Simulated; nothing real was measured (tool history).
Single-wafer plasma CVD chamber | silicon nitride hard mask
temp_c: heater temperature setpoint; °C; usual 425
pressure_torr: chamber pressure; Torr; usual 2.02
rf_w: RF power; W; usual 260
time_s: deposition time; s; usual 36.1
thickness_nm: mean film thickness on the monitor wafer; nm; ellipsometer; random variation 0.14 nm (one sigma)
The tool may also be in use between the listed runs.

| run | hour | temp_c | pressure_torr | rf_w | time_s | wafers since the last listed run | hours since the last thermocouple change | hours since the last RF generator calibration | hours since the last manometer calibration | hours since the showerhead was replaced | hours since the gauge calibration | read-back reference wafer on the same gauge, thickness_nm | thickness_nm |
|---|---|---|---|---|---|---|---|---|---|---|---|---|---|
| 1 | 0 | 425 | 2.02 | 260 | 36.1 | 0 | 1688.9 | 996.1 | 1814.4 | 5238.1 | 235.2 | 43.289 | 37.137 |
| 2 | 8.4 | 425 | 2.02 | 295 | 34.2 | 159 | 1697.3 | 1004.5 | 1822.8 | 5246.5 | 243.6 | 43.285 | 38.379 |
| 3 | 19.9 | 425 | 2.02 | 295 | 34.2 | 218 | 1708.8 | 1016 | 1834.3 | 5258 | 255.1 | 43.281 | 38.143 |
| 4 | 32.3 | 422 | 2.02 | 260 | 36.1 | 236 | 1721.2 | 1028.4 | 1846.7 | 5270.4 | 267.5 | 43.285 | 37.117 |
| 5 | 49 | 422 | 2.02 | 260 | 36.1 | 317 | 1737.9 | 1045.1 | 1863.4 | 5287.1 | 284.2 | 43.294 | 37.102 |
| 6 | 56.6 | 415 | 2.02 | 260 | 36.1 | 144 | 1745.5 | 1052.7 | 1871 | 5294.7 | 291.8 | 43.298 | 37.288 |
| 7 | 66 | 415 | 2.02 | 260 | 36.1 | 178 | 1754.9 | 1062.1 | 1880.4 | 5304.1 | 301.2 | 43.294 | 37.43 |
| 8 | 73.7 | 425 | 2.02 | 260 | 36.1 | 146 | 1762.6 | 1069.8 | 1888.1 | 5311.8 | 308.9 | 43.288 | 37.219 |
| 9 | 89.3 | 425 | 2.02 | 260 | 36.1 | 297 | 1778.2 | 1085.4 | 1903.7 | 5327.4 | 324.5 | 43.307 | 37.1 |
| 10 | 100.5 | 425 | 2.02 | 260 | 33.4 | 213 | 1789.4 | 1096.6 | 1914.9 | 5338.6 | 335.7 | 43.329 | 34.324 |
| 11 | 116 | 413 | 2.02 | 260 | 38 | 295 | 1804.9 | 1112.1 | 1930.4 | 5354.1 | 351.2 | 43.279 | 39.49 |
|  | 134.5 | thermocouple changed; heater temperature recalibrated |
| 12 | 135 | 425 | 1.88 | 215 | 36.1 | 209 | 0.5 | 1131.1 | 1949.4 | 5373.1 | 370.2 | 43.277 | 31.836 |
| 13 | 174.6 | 425 | 2.41 | 280 | 29.6 | 753 | 40.1 | 1170.7 | 1989 | 5412.7 | 409.8 | 43.283 | 33.705 |
| 14 | 182.5 | 425 | 2.02 | 260 | 36.1 | 150 | 48 | 1178.6 | 1996.9 | 5420.6 | 417.7 | 43.327 | 37.13 |
| 15 | 193.8 | 425 | 2.02 | 275 | 36.1 | 215 | 59.3 | 1189.9 | 2008.2 | 5431.9 | 429 | 43.332 | 38.672 |
|  | 202 | gauge calibrated |
| 16 | 221.5 | 425 | 2.02 | 290 | 36.1 | 527 | 87 | 1217.6 | 2035.9 | 5459.6 | 19.5 | 43.311 | 39.438 |
| 17 | 235.4 | 425 | 2.39 | 260 | 29 | 264 | 100.9 | 1231.5 | 2049.8 | 5473.5 | 33.4 | 43.279 | 31.449 |
| 18 | 248.1 | 432 | 2.4 | 260 | 36.1 | 241 | 113.6 | 1244.2 | 2062.5 | 5486.2 | 46.1 | 43.312 | 39.003 |
|  | 259.3 | showerhead replaced |
| 19 | 264.3 | 425 | 2.39 | 260 | 29.2 | 156 | 129.8 | 1260.4 | 2078.7 | 5 | 62.3 | 43.31 | 31.652 |
| 20 | 278.4 | 425 | 2.02 | 260 | 36.1 | 268 | 143.9 | 1274.5 | 2092.8 | 19.1 | 76.4 | 43.324 | 36.969 |
|  | 291 | RF generator calibrated |
| 21 | 294.9 | 420 | 2.02 | 260 | 28.9 | 161 | 160.4 | 3.9 | 2109.3 | 35.6 | 92.9 | 43.287 | 30.971 |
|  | 315.9 | capacitance manometer re-zeroed and calibrated |
| 22 | 316.4 | 425 | 2.02 | 260 | 36.1 | 257 | 181.9 | 25.4 | 0.5 | 57.1 | 114.4 | 43.286 | 38.437 |
| 23 | 324.4 | 425 | 2.02 | 260 | 36.1 | 152 | 189.9 | 33.4 | 8.5 | 65.1 | 122.4 | 43.327 | 38.607 |
| 24 | 341.8 | 410 | 2.02 | 225 | 43.2 | 331 | 207.3 | 50.8 | 25.9 | 82.5 | 139.8 | 43.324 | 42.316 |
| 25 | 371.2 | 413 | 2.02 | 260 | 36.1 | 559 | 236.7 | 80.2 | 55.3 | 111.9 | 169.2 | 43.292 | 38.478 |
| 26 | 388 | 425 | 2.02 | 260 | 36.1 | 319 | 253.5 | 97 | 72.1 | 128.7 | 186 | 43.287 | 38.218 |
| 27 | 401.8 | 425 | 2.02 | 260 | 36.1 | 262 | 267.3 | 110.8 | 85.9 | 142.5 | 199.8 | 43.292 | 38.289 |
| 28 | 417.8 | 425 | 1.69 | 210 | 31.6 | 304 | 283.3 | 126.8 | 101.9 | 158.5 | 215.8 | 43.318 | 27.284 |
| 29 | 426.1 | 425 | 2.02 | 295 | 36.1 | 158 | 291.6 | 135.1 | 110.2 | 166.8 | 224.1 | 43.303 | 41.436 |
| 30 | 439.7 | 425 | 1.76 | 260 | 38.2 | 258 | 305.2 | 148.7 | 123.8 | 180.4 | 237.7 | 43.308 | 38.456 |

Measured less the same run without the tool's hidden state. The same run-to-run variation is in both; the gauge's scatter may not be:
The hidden state here: wafer temperature above the value expected at the setpoint (K); delivered RF power above the setpoint (%); true pressure above the setpoint (%); gauge reads high (%).
| run | thickness_nm |
|---|---|
| 1 | -1.802 |
| 2 | -1.794 |
| 3 | -1.788 |
| 4 | -1.815 |
| 5 | -1.822 |
| 6 | -1.834 |
| 7 | -1.845 |
| 8 | -1.837 |
| 9 | -1.837 |
| 10 | -1.704 |
| 11 | -1.965 |
| 12 | -1.676 |
| 13 | -1.676 |
| 14 | -1.87 |
| 15 | -1.948 |
| 16 | -1.94 |
| 17 | -1.596 |
| 18 | -1.983 |
| 19 | -1.613 |
| 20 | -1.887 |
| 21 | -0.144 |
| 22 | -0.275 |
| 23 | -0.311 |
| 24 | -0.444 |
| 25 | -0.502 |
| 26 | -0.563 |
| 27 | -0.615 |
| 28 | -0.505 |
| 29 | -0.729 |
| 30 | -0.751 |

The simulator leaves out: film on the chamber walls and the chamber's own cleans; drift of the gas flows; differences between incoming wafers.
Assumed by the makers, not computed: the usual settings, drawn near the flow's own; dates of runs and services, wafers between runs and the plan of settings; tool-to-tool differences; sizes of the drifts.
